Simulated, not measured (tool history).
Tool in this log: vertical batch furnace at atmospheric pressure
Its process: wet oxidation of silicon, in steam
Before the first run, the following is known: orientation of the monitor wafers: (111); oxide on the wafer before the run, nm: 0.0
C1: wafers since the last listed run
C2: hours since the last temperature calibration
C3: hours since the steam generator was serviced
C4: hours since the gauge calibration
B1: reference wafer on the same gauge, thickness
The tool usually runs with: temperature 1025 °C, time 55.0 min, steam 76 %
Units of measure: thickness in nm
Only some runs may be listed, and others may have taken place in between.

Run 1, day 0.000: usual settings; C1 0; C2 1352.2; C3 930.5; C4 22.0; B1 461.64. Result: thickness 436.15 nm.
Run 2, day 0.733: usual settings; C1 241; C2 1369.8; C3 948.1; C4 39.6; B1 460.37. Result: thickness 433.00 nm.
Run 3, day 1.146: usual settings; C1 135; C2 1379.7; C3 958.0; C4 49.5; B1 460.94. Result: thickness 434.14 nm.
Run 4, day 1.767: usual settings; C1 204; C2 1394.6; C3 972.9; C4 64.4; B1 460.94. Result: thickness 430.93 nm.
Run 5, day 2.354: usual settings; C1 193; C2 1408.7; C3 987.0; C4 78.5; B1 461.39. Result: thickness 431.57 nm.
Run 6, day 2.829: usual settings but steam 70 %; C1 156; C2 1420.1; C3 998.4; C4 89.9; B1 460.55. Result: thickness 407.86 nm.
Run 7, day 3.225: usual settings but steam 70 %; C1 130; C2 1429.6; C3 1007.9; C4 99.4; B1 461.73. Result: thickness 411.77 nm.
Run 8, day 3.821: usual settings but temperature 1011 °C, time 61.5 min; C1 195; C2 1443.9; C3 1022.2; C4 113.7; B1 461.15. Result: thickness 427.72 nm.
Run 9, day 4.171: usual settings but temperature 1011 °C, time 61.5 min; C1 115; C2 1452.3; C3 1030.6; C4 122.1; B1 461.07. Result: thickness 427.72 nm.
Run 10, day 4.796: usual settings but temperature 1011 °C, time 61.5 min; C1 205; C2 1467.3; C3 1045.6; C4 137.1; B1 461.85. Result: thickness 429.75 nm.
Run 11, day 5.142: usual settings; C1 113; C2 1475.6; C3 1053.9; C4 145.4; B1 461.38. Result: thickness 433.14 nm.
Run 12, day 5.562: usual settings; C1 138; C2 1485.7; C3 1064.0; C4 155.5; B1 461.82. Result: thickness 429.83 nm.
Run 13, day 6.088: usual settings; C1 172; C2 1498.3; C3 1076.6; C4 168.1; B1 461.38. Result: thickness 435.01 nm.
Run 14, day 6.525: usual settings; C1 143; C2 1508.8; C3 1087.1; C4 178.6; B1 461.60. Result: thickness 431.47 nm.
Run 15, day 7.229: usual settings; C1 231; C2 1525.7; C3 1104.0; C4 195.5; B1 460.43. Result: thickness 431.39 nm.
Run 16, day 7.846: usual settings; C1 202; C2 1540.5; C3 1118.8; C4 210.3; B1 460.49. Result: thickness 433.74 nm.
Run 17, day 8.500: usual settings but temperature 1043 °C; C1 215; C2 1556.2; C3 1134.5; C4 226.0; B1 460.82. Result: thickness 473.08 nm.
Run 18, day 8.779: usual settings; C1 91; C2 1562.9; C3 1141.2; C4 232.7; B1 461.13. Result: thickness 429.60 nm.
Run 19, day 9.521: usual settings but time 73.5 min, steam 85 %; C1 243; C2 1580.7; C3 1159.0; C4 250.5; B1 461.27. Result: thickness 548.05 nm.
Run 20, day 9.971: usual settings but temperature 1009 °C, time 44.5 min; C1 147; C2 1591.5; C3 1169.8; C4 261.3; B1 460.64. Result: thickness 343.65 nm.
Run 21, day 10.242: usual settings; C1 89; C2 1598.0; C3 1176.3; C4 267.8; B1 460.43. Result: thickness 432.74 nm.
Run 22, day 10.558: usual settings; C1 104; C2 1605.6; C3 1183.9; C4 275.4; B1 460.71. Result: thickness 430.78 nm.
Run 23, day 11.217: usual settings but temperature 1002 °C; C1 216; C2 1621.4; C3 1199.7; C4 291.2; B1 460.85. Result: thickness 378.50 nm.
At day 12.400: steam generator serviced.
Run 24, day 12.421: usual settings; C1 67; C2 1650.3; C3 0.5; C4 320.1; B1 461.43. Result: thickness 450.52 nm.
Run 25, day 12.596: usual settings but temperature 1049 °C, time 47.5 min, steam 80 %; C1 57; C2 1654.5; C3 4.7; C4 324.3; B1 460.85. Result: thickness 477.94 nm.
At day 12.792: gauge calibrated.
Run 26, day 13.167: usual settings; C1 187; C2 1668.2; C3 18.4; C4 9.0; B1 460.98. Result: thickness 448.54 nm.
Run 27, day 13.871: usual settings but temperature 1045 °C, time 68.5 min; C1 231; C2 1685.1; C3 35.3; C4 25.9; B1 460.97. Result: thickness 560.67 nm.
Run 28, day 14.321: usual settings but steam 83 %; C1 147; C2 1695.9; C3 46.1; C4 36.7; B1 460.39. Result: thickness 470.34 nm.
At day 15.571: thermocouples replaced and temperature profile calibrated.
Run 29, day 15.592: usual settings; C1 89; C2 0.5; C3 76.6; C4 67.2; B1 461.22. Result: thickness 446.90 nm.
Run 30, day 15.767: usual settings but temperature 1046 °C, steam 64 %; C1 57; C2 4.7; C3 80.8; C4 71.4; B1 460.99. Result: thickness 447.28 nm.
Run 31, day 15.958: usual settings; C1 63; C2 9.3; C3 85.4; C4 76.0; B1 461.14. Result: thickness 449.20 nm.
Run 32, day 17.138: usual settings but steam 69 %; C1 387; C2 37.6; C3 113.7; C4 104.3; B1 460.92. Result: thickness 420.80 nm.

What does the tool deliver on the next run?
Run 33, day 19.250: usual settings but temperature 1046 °C, time 78.0 min, steam 72 %; C1 694; C2 88.3; C3 164.4; C4 155.0; B1 ?. Result: thickness ?.

B1: 461.21
thickness: 586.15 nm
The same run, on a tool lacking any hidden state, would have yielded thickness 590.83 nm.
